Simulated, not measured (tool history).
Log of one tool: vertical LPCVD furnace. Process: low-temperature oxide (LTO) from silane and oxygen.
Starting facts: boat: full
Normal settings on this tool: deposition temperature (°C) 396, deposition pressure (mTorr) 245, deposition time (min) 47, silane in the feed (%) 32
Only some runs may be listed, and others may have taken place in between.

run    hour  deposition temperature (°C)  deposition pressure (mTorr)  deposition time (min)  silane in the feed (%)  read-back reference wafer on the same gauge, thickness  film thickness on the monitor wafer in the middle of the boat (nm)
  1       0                          389                          285                     47                      32                                                   383.4                                                              421.91
       52.9  -- gauge calibrated
  2    62.2                          389                          285                     47                      32                                                  383.18                                                              424.12
  3   159.5                          396                          245                     47                      32                                                  383.34                                                              400.08
  4   214.4                          396                          245                     47                      32                                                  382.88                                                              398.46
  5   300.6                          396                          245                     47                      31                                                     383                                                              378.55
  6   339.3                          396                          245                     47                      31                                                  382.54                                                              377.41
  7   399.8                          396                          280                     47                      32                                                  382.93                                                              457.76
  8   480.2                          396                          280                     47                      32                                                  383.07                                                              452.95
  9     552                          396                          245                     47                      30                                                  382.77                                                              361.45
 10   614.2                          396                          245                     47                      30                                                  382.83                                                              364.26
 11   702.4                          396                          245                     33                      32                                                   382.9                                                              276.67
 12   749.7                          396                          245                     47                      32                                                  383.66                                                              399.53
 13   839.9                          396                          245                     47                      32                                                  382.49                                                              402.47
      891.2  -- silane flow controller replaced
 14   891.7                          396                          245                     47                      32                                                  382.22                                                              399.38
 15   939.6                          396                          245                     47                      32                                                  382.54                                                              399.41
 16   993.4                          396                          245                     47                      32                                                  383.15                                                              398.96
       1056  -- pressure gauge zeroed
 17  1091.7                          396                          245                     47                      29                                                  382.48                                                              346.22
     1101.4  -- gauge calibrated
 18  1150.9                          396                          245                     47                      32                                                  382.13                                                              396.26
 19  1211.4                          399                          185                     47                      29                                                  383.29                                                              267.78
       1262  -- thermocouples replaced and temperature profile calibrated
 20  1308.9                          396                          260                     47                      32                                                  382.75                                                              404.84
 21  1347.1                          390                          200                   41.5                      29                                                   382.9                                                              219.58
 22  1417.3                          391                          280                     47                      32                                                  383.43                                                              413.87
 23  1518.1                          404                          245                   62.5                      32                                                   382.9                                                              557.06
 24  1608.3                          396                          245                     31                      32                                                  383.21                                                               251.5
 25  1644.6                          404                          245                     47                      32                                                  382.17                                                              427.14
 26  1690.1                          385                          300                     39                      32                                                  383.03                                                              341.35
 27  1728.2                          396                          245                     47                      32                                                  382.52                                                              388.48
 28  1785.5                          396                          245                     47                      35                                                  383.34                                                               436.6
 29  1887.3                          387                          195                   57.5                      36                                                   383.1                                                              400.26
 30  1974.6                          396                          245                     47                      37                                                  382.67                                                              467.94

Forecast each of these 3 alternatives for the next run:
  A  1978.3                          396                          245                     47                      32                                                       ?                                                                   ?
  B  1978.3                          396                          205                     47                      37                                                       ?                                                                   ?
  C  1978.3                          387                          205                     47                      32                                                       ?                                                                   ?

run  read-back reference wafer on the same gauge, thickness  film thickness on the monitor wafer in the middle of the boat (nm)
  A                                                  382.21                                                              392.28
  B                                                  382.21                                                              399.63
  C                                                  382.21                                                              294.58
Stripped of hidden state, with their random variation kept, the same runs would have yielded:
run  film thickness on the monitor wafer in the middle of the boat (nm)
  A                                                              382.71
  B                                                              390.24
  C                                                              287.14
